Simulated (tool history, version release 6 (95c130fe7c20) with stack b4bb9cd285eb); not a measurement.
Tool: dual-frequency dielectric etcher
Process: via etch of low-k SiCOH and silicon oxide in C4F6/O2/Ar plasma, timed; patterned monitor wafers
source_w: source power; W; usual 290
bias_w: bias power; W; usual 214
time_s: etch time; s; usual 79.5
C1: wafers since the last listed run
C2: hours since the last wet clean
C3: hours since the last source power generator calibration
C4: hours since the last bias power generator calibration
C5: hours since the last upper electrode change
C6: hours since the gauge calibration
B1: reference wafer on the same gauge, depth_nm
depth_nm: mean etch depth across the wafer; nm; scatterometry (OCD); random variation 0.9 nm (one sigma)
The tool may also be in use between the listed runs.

{"run": 1, "hour": 0.0, "source_w": 290, "bias_w": 190, "time_s": 79.5, "C1": 0, "C2": 231.6, "C3": 4516.7, "C4": 47.7, "C5": 6037.4, "C6": 762, "B1": 190, "depth_nm": 200.3}
{"run": 2, "hour": 34.8, "source_w": 290, "bias_w": 190, "time_s": 79.5, "C1": 340, "C2": 266.4, "C3": 4551.5, "C4": 82.5, "C5": 6072.2, "C6": 796.8, "B1": 189.7, "depth_nm": 200.3}
{"hour": 42.8, "done": "gauge calibrated"}
{"run": 3, "hour": 56.3, "source_w": 290, "bias_w": 214, "time_s": 79.5, "C1": 210, "C2": 287.9, "C3": 4573, "C4": 104, "C5": 6093.7, "C6": 13.5, "B1": 190.1, "depth_nm": 213.8}
{"run": 4, "hour": 70.1, "source_w": 290, "bias_w": 214, "time_s": 79.5, "C1": 135, "C2": 301.7, "C3": 4586.8, "C4": 117.8, "C5": 6107.5, "C6": 27.3, "B1": 190.2, "depth_nm": 212.3}
{"run": 5, "hour": 91.0, "source_w": 290, "bias_w": 214, "time_s": 79.5, "C1": 204, "C2": 322.6, "C3": 4607.7, "C4": 138.7, "C5": 6128.4, "C6": 48.2, "B1": 190.3, "depth_nm": 214.5}
{"run": 6, "hour": 140.8, "source_w": 290, "bias_w": 214, "time_s": 79.5, "C1": 487, "C2": 372.4, "C3": 4657.5, "C4": 188.5, "C5": 6178.2, "C6": 98, "B1": 190, "depth_nm": 215.7}
{"run": 7, "hour": 198.3, "source_w": 290, "bias_w": 177, "time_s": 79.5, "C1": 562, "C2": 429.9, "C3": 4715, "C4": 246, "C5": 6235.7, "C6": 155.5, "B1": 190, "depth_nm": 196.5}
{"hour": 239.3, "done": "wet clean of the chamber"}
{"run": 8, "hour": 239.8, "source_w": 230, "bias_w": 214, "time_s": 65.5, "C1": 171, "C2": 0.5, "C3": 4756.5, "C4": 287.5, "C5": 6277.2, "C6": 197, "B1": 190.2, "depth_nm": 159.3}
{"run": 9, "hour": 240.3, "source_w": 240, "bias_w": 214, "time_s": 79.5, "C1": 4, "C2": 1, "C3": 4757, "C4": 288, "C5": 6277.7, "C6": 197.5, "B1": 189.9, "depth_nm": 196.7}
{"hour": 278.1, "done": "source power generator calibrated"}
{"run": 10, "hour": 278.6, "source_w": 290, "bias_w": 214, "time_s": 79.5, "C1": 335, "C2": 39.3, "C3": 0.5, "C4": 326.3, "C5": 6316, "C6": 235.8, "B1": 189.8, "depth_nm": 207.8}
{"hour": 320.5, "done": "upper electrode replaced, of another model than before"}
{"run": 11, "hour": 321.0, "source_w": 220, "bias_w": 170, "time_s": 95, "C1": 180, "C2": 81.7, "C3": 42.9, "C4": 368.7, "C5": 0.5, "C6": 278.2, "B1": 190.1, "depth_nm": 182.1}
{"run": 12, "hour": 337.6, "source_w": 290, "bias_w": 214, "time_s": 79.5, "C1": 162, "C2": 98.3, "C3": 59.5, "C4": 385.3, "C5": 17.1, "C6": 294.8, "B1": 190, "depth_nm": 209.2}
{"run": 13, "hour": 354.5, "source_w": 290, "bias_w": 214, "time_s": 59.5, "C1": 165, "C2": 115.2, "C3": 76.4, "C4": 402.2, "C5": 34, "C6": 311.7, "B1": 189.8, "depth_nm": 157.4}
{"run": 14, "hour": 380.2, "source_w": 320, "bias_w": 214, "time_s": 79.5, "C1": 251, "C2": 140.9, "C3": 102.1, "C4": 427.9, "C5": 59.7, "C6": 337.4, "B1": 189.9, "depth_nm": 220.3}
{"run": 15, "hour": 415.6, "source_w": 350, "bias_w": 214, "time_s": 101.5, "C1": 346, "C2": 176.3, "C3": 137.5, "C4": 463.3, "C5": 95.1, "C6": 372.8, "B1": 190, "depth_nm": 294}
{"run": 16, "hour": 437.3, "source_w": 290, "bias_w": 214, "time_s": 103.5, "C1": 212, "C2": 198, "C3": 159.2, "C4": 485, "C5": 116.8, "C6": 394.5, "B1": 190, "depth_nm": 276}
{"run": 17, "hour": 472.0, "source_w": 320, "bias_w": 260, "time_s": 98, "C1": 339, "C2": 232.7, "C3": 193.9, "C4": 519.7, "C5": 151.5, "C6": 429.2, "B1": 189.7, "depth_nm": 310.7}
{"run": 18, "hour": 499.5, "source_w": 290, "bias_w": 214, "time_s": 79.5, "C1": 269, "C2": 260.2, "C3": 221.4, "C4": 547.2, "C5": 179, "C6": 456.7, "B1": 189.9, "depth_nm": 211}
{"run": 19, "hour": 524.3, "source_w": 220, "bias_w": 214, "time_s": 79.5, "C1": 242, "C2": 285, "C3": 246.2, "C4": 572, "C5": 203.8, "C6": 481.5, "B1": 189.8, "depth_nm": 188.6}
{"run": 20, "hour": 541.7, "source_w": 290, "bias_w": 214, "time_s": 79.5, "C1": 170, "C2": 302.4, "C3": 263.6, "C4": 589.4, "C5": 221.2, "C6": 498.9, "B1": 190.1, "depth_nm": 213.5}
{"run": 21, "hour": 553.8, "source_w": 270, "bias_w": 214, "time_s": 72, "C1": 118, "C2": 314.5, "C3": 275.7, "C4": 601.5, "C5": 233.3, "C6": 511, "B1": 189.9, "depth_nm": 186.8}
{"run": 22, "hour": 578.3, "source_w": 290, "bias_w": 214, "time_s": 79.5, "C1": 239, "C2": 339, "C3": 300.2, "C4": 626, "C5": 257.8, "C6": 535.5, "B1": 189.7, "depth_nm": 215.6}
{"run": 23, "hour": 610.0, "source_w": 290, "bias_w": 214, "time_s": 72.5, "C1": 310, "C2": 370.7, "C3": 331.9, "C4": 657.7, "C5": 289.5, "C6": 567.2, "B1": 190.2, "depth_nm": 194.9}
{"run": 24, "hour": 628.4, "source_w": 290, "bias_w": 186, "time_s": 93.5, "C1": 180, "C2": 389.1, "C3": 350.3, "C4": 676.1, "C5": 307.9, "C6": 585.6, "B1": 189.7, "depth_nm": 228.4}
{"run": 25, "hour": 709.8, "source_w": 290, "bias_w": 214, "time_s": 79.5, "C1": 796, "C2": 470.5, "C3": 431.7, "C4": 757.5, "C5": 389.3, "C6": 667, "B1": 189.8, "depth_nm": 216.6}

The next listed run, before its measurement:
{"run": 26, "hour": 732.7, "source_w": 350, "bias_w": 170, "time_s": 79.5, "C1": 224, "C2": 493.4, "C3": 454.6, "C4": 780.4, "C5": 412.2, "C6": 689.9, "B1": "?", "depth_nm": "?"}

Run 26 gave B1 189.8, depth_nm 196.4 nm.
Without the tool's hidden state the same run would have given depth_nm 188.8 nm.
